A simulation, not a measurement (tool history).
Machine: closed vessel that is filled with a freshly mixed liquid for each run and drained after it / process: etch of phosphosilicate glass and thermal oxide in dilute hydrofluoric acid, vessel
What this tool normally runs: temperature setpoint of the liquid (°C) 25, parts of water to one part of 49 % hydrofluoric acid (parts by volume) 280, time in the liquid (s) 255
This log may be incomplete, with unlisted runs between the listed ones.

| run | hour | temperature setpoint of the liquid (°C) | parts of water to one part of 49 % hydrofluoric acid (parts by volume) | time in the liquid (s) | wafers since the last listed run | hours since the thermometer was replaced | hours since the hydrofluoric acid flow meter was replaced | hours since the gauge calibration | read-back film thickness of the phosphosilicate glass reference wafer, read on the same gauge (nm) | read-back film thickness of the thermal oxide reference wafer, read on the same gauge (nm) | thickness taken off the phosphosilicate glass on a monitor wafer (Å) | thickness taken off the thermal oxide on a monitor wafer (Å) |
|---|---|---|---|---|---|---|---|---|---|---|---|---|
| 1 | 0 | 25 | 280 | 255 | 0 | 114.2 | 238.7 | 1549.7 | 106.69 | 48.499 | 552.8 | 32.78 |
| 2 | 63.6 | 25 | 280 | 255 | 4394 | 177.8 | 302.3 | 1613.3 | 106.53 | 48.424 | 549.7 | 32.62 |
| 3 | 97.6 | 25 | 280 | 255 | 2349 | 211.8 | 336.3 | 1647.3 | 106.46 | 48.398 | 553 | 32.58 |
| 4 | 131 | 28.5 | 150 | 380 | 2307 | 245.2 | 369.7 | 1680.7 | 106.36 | 48.349 | 2010.8 | 119.06 |
| 5 | 174 | 25 | 280 | 305 | 2971 | 288.2 | 412.7 | 1723.7 | 106.25 | 48.294 | 655.9 | 39.15 |
| 6 | 227.9 | 22 | 405 | 200 | 3724 | 342.1 | 466.6 | 1777.6 | 106.12 | 48.261 | 239.8 | 14.12 |
|  | 312.1 | gauge calibrated |
| 7 | 394.4 | 25 | 280 | 255 | 11504 | 508.6 | 633.1 | 82.3 | 108.63 | 49.383 | 553.6 | 32.95 |
| 8 | 462.5 | 25 | 280 | 255 | 4705 | 576.7 | 701.2 | 150.4 | 108.45 | 49.285 | 558.9 | 33.4 |
| 9 | 511.4 | 25 | 280 | 255 | 3378 | 625.6 | 750.1 | 199.3 | 108.31 | 49.257 | 558.1 | 33.42 |
| 10 | 567.9 | 25 | 280 | 255 | 3903 | 682.1 | 806.6 | 255.8 | 108.18 | 49.184 | 553.4 | 33.14 |
| 11 | 609.7 | 22.5 | 225 | 295 | 2888 | 723.9 | 848.4 | 297.6 | 108.08 | 49.117 | 766.8 | 46.18 |
| 12 | 673.6 | 25 | 280 | 255 | 4415 | 787.8 | 912.3 | 361.5 | 107.89 | 49.047 | 550.9 | 33.2 |
|  | 707.3 | thermometer replaced |
| 13 | 738.9 | 25 | 280 | 255 | 4442 | 31.6 | 977.6 | 426.8 | 107.74 | 48.981 | 555.4 | 32.71 |
| 14 | 796 | 28.5 | 280 | 135 | 3945 | 88.7 | 1034.7 | 483.9 | 107.59 | 48.887 | 334.5 | 19.9 |
| 15 | 852.5 | 29 | 280 | 255 | 3903 | 145.2 | 1091.2 | 540.4 | 107.43 | 48.811 | 631.9 | 37.55 |
| 16 | 922.4 | 25 | 280 | 255 | 4829 | 215.1 | 1161.1 | 610.3 | 107.24 | 48.759 | 553.7 | 32.5 |
| 17 | 962.3 | 25 | 280 | 255 | 2756 | 255 | 1201 | 650.2 | 107.13 | 48.687 | 551.6 | 32.76 |
| 18 | 1027.3 | 29 | 235 | 165 | 4491 | 320 | 1266 | 715.2 | 106.94 | 48.658 | 516.9 | 30.27 |

Estimate the outcome of run 19 from the log above:
| 19 | 1091.3 | 20.5 | 230 | 395 | 4422 | 384 | 1330 | 779.2 | ? | ? | ? | ? |

read-back film thickness of the phosphosilicate glass reference wafer, read on the same gauge (nm): 106.81
read-back film thickness of the thermal oxide reference wafer, read on the same gauge (nm): 48.545
thickness taken off the phosphosilicate glass on a monitor wafer (Å): 927.3
thickness taken off the thermal oxide on a monitor wafer (Å): 55.57
With no hidden state in the tool, this same run would have given thickness taken off the phosphosilicate glass on a monitor wafer (Å) 955, thickness taken off the thermal oxide on a monitor wafer (Å) 57.23.

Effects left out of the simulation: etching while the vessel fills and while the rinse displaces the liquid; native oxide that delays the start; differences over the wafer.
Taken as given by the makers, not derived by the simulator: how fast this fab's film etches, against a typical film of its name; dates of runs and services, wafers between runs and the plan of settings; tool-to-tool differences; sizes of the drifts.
